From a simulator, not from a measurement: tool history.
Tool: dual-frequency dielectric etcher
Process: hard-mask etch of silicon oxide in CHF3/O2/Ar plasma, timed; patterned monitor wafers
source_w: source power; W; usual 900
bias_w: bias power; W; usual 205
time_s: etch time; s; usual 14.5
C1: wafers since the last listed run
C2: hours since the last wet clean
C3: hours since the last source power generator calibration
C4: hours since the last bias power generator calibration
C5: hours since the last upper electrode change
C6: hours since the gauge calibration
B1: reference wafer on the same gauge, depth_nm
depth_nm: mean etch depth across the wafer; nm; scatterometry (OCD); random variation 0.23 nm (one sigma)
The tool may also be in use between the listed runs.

{"run": 1, "hour": 0.0, "source_w": 1060, "bias_w": 205, "time_s": 14.5, "C1": 0, "C2": 243.8, "C3": 3010.3, "C4": 4033.3, "C5": 4978.1, "C6": 323.5, "B1": 38.8, "depth_nm": 43.75}
{"run": 2, "hour": 10.0, "source_w": 1060, "bias_w": 205, "time_s": 14.5, "C1": 183, "C2": 253.8, "C3": 3020.3, "C4": 4043.3, "C5": 4988.1, "C6": 333.5, "B1": 38.79, "depth_nm": 43.67}
{"run": 3, "hour": 17.5, "source_w": 900, "bias_w": 205, "time_s": 14.5, "C1": 137, "C2": 261.3, "C3": 3027.8, "C4": 4050.8, "C5": 4995.6, "C6": 341, "B1": 38.76, "depth_nm": 40.01}
{"run": 4, "hour": 25.9, "source_w": 900, "bias_w": 205, "time_s": 14.5, "C1": 154, "C2": 269.7, "C3": 3036.2, "C4": 4059.2, "C5": 5004, "C6": 349.4, "B1": 38.77, "depth_nm": 39.84}
{"run": 5, "hour": 35.6, "source_w": 900, "bias_w": 205, "time_s": 14.5, "C1": 178, "C2": 279.4, "C3": 3045.9, "C4": 4068.9, "C5": 5013.7, "C6": 359.1, "B1": 38.75, "depth_nm": 40.2}
{"run": 6, "hour": 42.3, "source_w": 900, "bias_w": 205, "time_s": 14.5, "C1": 123, "C2": 286.1, "C3": 3052.6, "C4": 4075.6, "C5": 5020.4, "C6": 365.8, "B1": 38.83, "depth_nm": 40}
{"run": 7, "hour": 59.4, "source_w": 900, "bias_w": 205, "time_s": 14.5, "C1": 314, "C2": 303.2, "C3": 3069.7, "C4": 4092.7, "C5": 5037.5, "C6": 382.9, "B1": 38.78, "depth_nm": 39.67}
{"run": 8, "hour": 71.9, "source_w": 900, "bias_w": 205, "time_s": 14.5, "C1": 229, "C2": 315.7, "C3": 3082.2, "C4": 4105.2, "C5": 5050, "C6": 395.4, "B1": 38.74, "depth_nm": 39.72}
{"run": 9, "hour": 88.8, "source_w": 900, "bias_w": 205, "time_s": 14.5, "C1": 310, "C2": 332.6, "C3": 3099.1, "C4": 4122.1, "C5": 5066.9, "C6": 412.3, "B1": 38.79, "depth_nm": 39.93}
{"run": 10, "hour": 96.3, "source_w": 980, "bias_w": 205, "time_s": 14.5, "C1": 137, "C2": 340.1, "C3": 3106.6, "C4": 4129.6, "C5": 5074.4, "C6": 419.8, "B1": 38.79, "depth_nm": 42.46}
{"run": 11, "hour": 110.1, "source_w": 900, "bias_w": 205, "time_s": 14.5, "C1": 253, "C2": 353.9, "C3": 3120.4, "C4": 4143.4, "C5": 5088.2, "C6": 433.6, "B1": 38.83, "depth_nm": 40.16}
{"run": 12, "hour": 118.8, "source_w": 900, "bias_w": 205, "time_s": 14.5, "C1": 159, "C2": 362.6, "C3": 3129.1, "C4": 4152.1, "C5": 5096.9, "C6": 442.3, "B1": 38.79, "depth_nm": 40.41}
{"run": 13, "hour": 133.8, "source_w": 900, "bias_w": 205, "time_s": 14.5, "C1": 275, "C2": 377.6, "C3": 3144.1, "C4": 4167.1, "C5": 5111.9, "C6": 457.3, "B1": 38.81, "depth_nm": 40.5}
{"run": 14, "hour": 149.9, "source_w": 900, "bias_w": 205, "time_s": 14.5, "C1": 296, "C2": 393.7, "C3": 3160.2, "C4": 4183.2, "C5": 5128, "C6": 473.4, "B1": 38.79, "depth_nm": 40.42}
{"hour": 185.5, "done": "wet clean of the chamber"}
{"hour": 192.7, "done": "bias power generator calibrated"}
{"run": 15, "hour": 193.2, "source_w": 1020, "bias_w": 238, "time_s": 19, "C1": 281, "C2": 7.7, "C3": 3203.5, "C4": 0.5, "C5": 5171.3, "C6": 516.7, "B1": 38.8, "depth_nm": 60.42}
{"hour": 197.7, "done": "gauge calibrated"}
{"run": 16, "hour": 198.4, "source_w": 720, "bias_w": 205, "time_s": 18, "C1": 95, "C2": 12.9, "C3": 3208.7, "C4": 5.7, "C5": 5176.5, "C6": 0.7, "B1": 38.83, "depth_nm": 44.07}
{"run": 17, "hour": 215.6, "source_w": 1060, "bias_w": 244, "time_s": 14.5, "C1": 316, "C2": 30.1, "C3": 3225.9, "C4": 22.9, "C5": 5193.7, "C6": 17.9, "B1": 38.83, "depth_nm": 46.68}
{"hour": 224.9, "done": "source power generator calibrated"}
{"hour": 243.1, "done": "wet clean of the chamber, repeated, since the last time left the tool worse"}
{"hour": 254.6, "done": "upper electrode replaced"}
{"run": 18, "hour": 255.1, "source_w": 900, "bias_w": 177, "time_s": 13.5, "C1": 107, "C2": 12, "C3": 30.2, "C4": 62.4, "C5": 0.5, "C6": 57.4, "B1": 38.78, "depth_nm": 36.08}
{"run": 19, "hour": 255.4, "source_w": 1030, "bias_w": 227, "time_s": 14.5, "C1": 5, "C2": 12.3, "C3": 30.5, "C4": 62.7, "C5": 0.8, "C6": 57.7, "B1": 38.79, "depth_nm": 43.58}
{"run": 20, "hour": 255.8, "source_w": 990, "bias_w": 160, "time_s": 17.5, "C1": 7, "C2": 12.7, "C3": 30.9, "C4": 63.1, "C5": 1.2, "C6": 58.1, "B1": 38.84, "depth_nm": 48.61}
{"run": 21, "hour": 271.5, "source_w": 900, "bias_w": 205, "time_s": 18, "C1": 288, "C2": 28.4, "C3": 46.6, "C4": 78.8, "C5": 16.9, "C6": 73.8, "B1": 38.8, "depth_nm": 49.43}
{"run": 22, "hour": 280.4, "source_w": 900, "bias_w": 205, "time_s": 14.5, "C1": 163, "C2": 37.3, "C3": 55.5, "C4": 87.7, "C5": 25.8, "C6": 82.7, "B1": 38.78, "depth_nm": 39.9}
{"run": 23, "hour": 286.6, "source_w": 900, "bias_w": 205, "time_s": 14.5, "C1": 114, "C2": 43.5, "C3": 61.7, "C4": 93.9, "C5": 32, "C6": 88.9, "B1": 38.81, "depth_nm": 39.55}
{"run": 24, "hour": 300.4, "source_w": 900, "bias_w": 205, "time_s": 14.5, "C1": 253, "C2": 57.3, "C3": 75.5, "C4": 107.7, "C5": 45.8, "C6": 102.7, "B1": 38.82, "depth_nm": 39.67}
{"run": 25, "hour": 309.4, "source_w": 1120, "bias_w": 205, "time_s": 14.5, "C1": 165, "C2": 66.3, "C3": 84.5, "C4": 116.7, "C5": 54.8, "C6": 111.7, "B1": 38.8, "depth_nm": 45.31}
{"run": 26, "hour": 321.8, "source_w": 900, "bias_w": 205, "time_s": 17.5, "C1": 228, "C2": 78.7, "C3": 96.9, "C4": 129.1, "C5": 67.2, "C6": 124.1, "B1": 38.77, "depth_nm": 48.03}
{"run": 27, "hour": 336.8, "source_w": 900, "bias_w": 218, "time_s": 14.5, "C1": 275, "C2": 93.7, "C3": 111.9, "C4": 144.1, "C5": 82.2, "C6": 139.1, "B1": 38.8, "depth_nm": 40.46}
{"run": 28, "hour": 359.3, "source_w": 720, "bias_w": 231, "time_s": 14.5, "C1": 413, "C2": 116.2, "C3": 134.4, "C4": 166.6, "C5": 104.7, "C6": 161.6, "B1": 38.78, "depth_nm": 35.03}
{"run": 29, "hour": 369.4, "source_w": 900, "bias_w": 205, "time_s": 14.5, "C1": 185, "C2": 126.3, "C3": 144.5, "C4": 176.7, "C5": 114.8, "C6": 171.7, "B1": 38.76, "depth_nm": 39.84}
{"run": 30, "hour": 381.0, "source_w": 710, "bias_w": 172, "time_s": 11, "C1": 213, "C2": 137.9, "C3": 156.1, "C4": 188.3, "C5": 126.4, "C6": 183.3, "B1": 38.8, "depth_nm": 25.06}

4 ways to go on from here, each from the tool as it stands after run 30. What would each give?
{"run": "A", "hour": 381.4, "source_w": 900, "bias_w": 205, "time_s": 14.5, "C1": 7, "C2": 138.3, "C3": 156.5, "C4": 188.7, "C5": 126.8, "C6": 183.7, "B1": "?", "depth_nm": "?"}
{"run": "B", "hour": 381.4, "source_w": 900, "bias_w": 169, "time_s": 13, "C1": 7, "C2": 138.3, "C3": 156.5, "C4": 188.7, "C5": 126.8, "C6": 183.7, "B1": "?", "depth_nm": "?"}
{"run": "C", "hour": 381.4, "source_w": 760, "bias_w": 229, "time_s": 13, "C1": 7, "C2": 138.3, "C3": 156.5, "C4": 188.7, "C5": 126.8, "C6": 183.7, "B1": "?", "depth_nm": "?"}
{"run": "D", "hour": 381.4, "source_w": 1020, "bias_w": 171, "time_s": 11.5, "C1": 7, "C2": 138.3, "C3": 156.5, "C4": 188.7, "C5": 126.8, "C6": 183.7, "B1": "?", "depth_nm": "?"}

run=A B1=38.8 depth_nm=40.35
run=B B1=38.8 depth_nm=35.05
run=C B1=38.8 depth_nm=33.1
run=D B1=38.8 depth_nm=33.47
Without the tool's hidden state the same runs would have given:
run=A depth_nm=39.65
run=B depth_nm=34.44
run=C depth_nm=32.52
run=D depth_nm=32.88
